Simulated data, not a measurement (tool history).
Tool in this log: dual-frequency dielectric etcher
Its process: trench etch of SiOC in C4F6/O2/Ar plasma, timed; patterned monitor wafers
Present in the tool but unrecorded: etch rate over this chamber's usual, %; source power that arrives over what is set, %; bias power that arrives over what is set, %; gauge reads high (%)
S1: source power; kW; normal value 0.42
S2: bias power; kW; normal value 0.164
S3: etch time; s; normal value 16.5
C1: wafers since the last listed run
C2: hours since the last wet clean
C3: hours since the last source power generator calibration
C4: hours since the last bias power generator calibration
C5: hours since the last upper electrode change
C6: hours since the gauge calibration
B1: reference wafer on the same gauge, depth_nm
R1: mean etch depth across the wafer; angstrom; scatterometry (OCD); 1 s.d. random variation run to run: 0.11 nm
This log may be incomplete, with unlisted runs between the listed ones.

run 1 hour=0 | S1=0.42 S2=0.164 S3=16.5 | C1=0 C2=130.7 C3=2177.7 C4=2274.3 C5=2265.3 C6=753.1 | B1=28.93 | R1=346.7
run 2 hour=91.1 | S1=0.42 S2=0.164 S3=16.5 | C1=1435 C2=221.8 C3=2268.8 C4=2365.4 C5=2356.4 C6=844.2 | B1=28.89 | R1=346.1
run 3 hour=151 | S1=0.42 S2=0.164 S3=16.5 | C1=944 C2=281.7 C3=2328.7 C4=2425.3 C5=2416.3 C6=904.1 | B1=28.82 | R1=343.2
run 4 hour=225.1 | S1=0.42 S2=0.164 S3=19.5 | C1=1167 C2=355.8 C3=2402.8 C4=2499.4 C5=2490.4 C6=978.2 | B1=28.75 | R1=406.5
run 5 hour=266.3 | S1=0.42 S2=0.193 S3=16.5 | C1=649 C2=397 C3=2444 C4=2540.6 C5=2531.6 C6=1019.4 | B1=28.75 | R1=356.7
-- hour=455.8 source power generator calibrated
-- hour=516.8 wet clean of the chamber
run 6 hour=522.1 | S1=0.42 S2=0.193 S3=16.5 | C1=3590 C2=5.3 C3=66.3 C4=2796.4 C5=2787.4 C6=1275.2 | B1=28.57 | R1=354.7
run 7 hour=640.1 | S1=0.42 S2=0.193 S3=16.5 | C1=1859 C2=123.3 C3=184.3 C4=2914.4 C5=2905.4 C6=1393.2 | B1=28.46 | R1=354
-- hour=645.1 gauge calibrated
run 8 hour=740.3 | S1=0.42 S2=0.164 S3=16.5 | C1=1579 C2=223.5 C3=284.5 C4=3014.6 C5=3005.6 C6=95.2 | B1=29.24 | R1=350.4
run 9 hour=801.6 | S1=0.42 S2=0.164 S3=16.5 | C1=966 C2=284.8 C3=345.8 C4=3075.9 C5=3066.9 C6=156.5 | B1=29.22 | R1=347.3
run 10 hour=879 | S1=0.42 S2=0.164 S3=16.5 | C1=1219 C2=362.2 C3=423.2 C4=3153.3 C5=3144.3 C6=233.9 | B1=29.16 | R1=348.2
-- hour=939.4 upper electrode replaced
run 11 hour=939.9 | S1=0.42 S2=0.164 S3=16.5 | C1=581 C2=423.1 C3=484.1 C4=3214.2 C5=0.5 C6=294.8 | B1=29.11 | R1=346.1
run 12 hour=988.8 | S1=0.48 S2=0.164 S3=18.5 | C1=770 C2=472 C3=533 C4=3263.1 C5=49.4 C6=343.7 | B1=29.07 | R1=412.2
run 13 hour=1025.7 | S1=0.42 S2=0.149 S3=20 | C1=581 C2=508.9 C3=569.9 C4=3300 C5=86.3 C6=380.6 | B1=29.07 | R1=411.8
run 14 hour=1084.9 | S1=0.33 S2=0.164 S3=15 | C1=933 C2=568.1 C3=629.1 C4=3359.2 C5=145.5 C6=439.8 | B1=29.02 | R1=284.6
-- hour=1115.5 bias power generator calibrated
run 15 hour=1144.9 | S1=0.42 S2=0.164 S3=16.5 | C1=882 C2=628.1 C3=689.1 C4=29.4 C5=205.5 C6=499.8 | B1=28.95 | R1=346.9
-- hour=1195.5 wet clean of the chamber
run 16 hour=1241.2 | S1=0.42 S2=0.164 S3=16.5 | C1=1139 C2=45.7 C3=785.4 C4=125.7 C5=301.8 C6=596.1 | B1=28.92 | R1=344.9
run 17 hour=1333.8 | S1=0.39 S2=0.149 S3=16.5 | C1=1459 C2=138.3 C3=878 C4=218.3 C5=394.4 C6=688.7 | B1=28.84 | R1=326.2
run 18 hour=1411.1 | S1=0.39 S2=0.149 S3=16.5 | C1=1218 C2=215.6 C3=955.3 C4=295.6 C5=471.7 C6=766 | B1=28.78 | R1=322.9
run 19 hour=1516.1 | S1=0.42 S2=0.131 S3=15 | C1=1654 C2=320.6 C3=1060.3 C4=400.6 C5=576.7 C6=871 | B1=28.7 | R1=295.4
run 20 hour=1571.7 | S1=0.42 S2=0.164 S3=20 | C1=876 C2=376.2 C3=1115.9 C4=456.2 C5=632.3 C6=926.6 | B1=28.7 | R1=413.9
run 21 hour=1609.5 | S1=0.42 S2=0.164 S3=16.5 | C1=595 C2=414 C3=1153.7 C4=494 C5=670.1 C6=964.4 | B1=28.63 | R1=340.6
run 22 hour=1713.4 | S1=0.42 S2=0.164 S3=17.5 | C1=1637 C2=517.9 C3=1257.6 C4=597.9 C5=774 C6=1068.3 | B1=28.55 | R1=360.8
run 23 hour=1772.8 | S1=0.42 S2=0.205 S3=16.5 | C1=936 C2=577.3 C3=1317 C4=657.3 C5=833.4 C6=1127.7 | B1=28.52 | R1=360.1
-- hour=1859.4 wet clean of the chamber
run 24 hour=1870.8 | S1=0.49 S2=0.164 S3=13 | C1=1166 C2=11.4 C3=1415 C4=755.3 C5=931.4 C6=1225.7 | B1=28.45 | R1=286.2
run 25 hour=1956 | S1=0.37 S2=0.164 S3=16.5 | C1=1342 C2=96.6 C3=1500.2 C4=840.5 C5=1016.6 C6=1310.9 | B1=28.38 | R1=319.8
run 26 hour=2050.4 | S1=0.35 S2=0.164 S3=16.5 | C1=1487 C2=191 C3=1594.6 C4=934.9 C5=1111 C6=1405.3 | B1=28.32 | R1=312.6
-- hour=2091.5 gauge calibrated
run 27 hour=2141.9 | S1=0.38 S2=0.175 S3=13.5 | C1=1442 C2=282.5 C3=1686.1 C4=1026.4 C5=1202.5 C6=50.4 | B1=29.3 | R1=278.6
run 28 hour=2187.9 | S1=0.42 S2=0.164 S3=16.5 | C1=725 C2=328.5 C3=1732.1 C4=1072.4 C5=1248.5 C6=96.4 | B1=29.3 | R1=350.2
run 29 hour=2267.4 | S1=0.42 S2=0.164 S3=16.5 | C1=1253 C2=408 C3=1811.6 C4=1151.9 C5=1328 C6=175.9 | B1=29.25 | R1=349
run 30 hour=2372 | S1=0.36 S2=0.137 S3=18 | C1=1648 C2=512.6 C3=1916.2 C4=1256.5 C5=1432.6 C6=280.5 | B1=29.15 | R1=339.2

3 ways to go on from here, each from the tool as it stands after run 30. What would each give?
run A hour=2372.4 | S1=0.42 S2=0.164 S3=19 | C1=6 C2=513 C3=1916.6 C4=1256.9 C5=1433 C6=280.9 | B1=? | R1=?
run B hour=2372.4 | S1=0.45 S2=0.141 S3=13 | C1=6 C2=513 C3=1916.6 C4=1256.9 C5=1433 C6=280.9 | B1=? | R1=?
run C hour=2372.4 | S1=0.5 S2=0.188 S3=14 | C1=6 C2=513 C3=1916.6 C4=1256.9 C5=1433 C6=280.9 | B1=? | R1=?

run=A B1=29.15 R1=401.8
run=B B1=29.15 R1=272.7
run=C B1=29.15 R1=330.3
What these runs would have given with no unlogged condition in the tool:
run=A R1=405.3
run=B R1=275.1
run=C R1=333.3

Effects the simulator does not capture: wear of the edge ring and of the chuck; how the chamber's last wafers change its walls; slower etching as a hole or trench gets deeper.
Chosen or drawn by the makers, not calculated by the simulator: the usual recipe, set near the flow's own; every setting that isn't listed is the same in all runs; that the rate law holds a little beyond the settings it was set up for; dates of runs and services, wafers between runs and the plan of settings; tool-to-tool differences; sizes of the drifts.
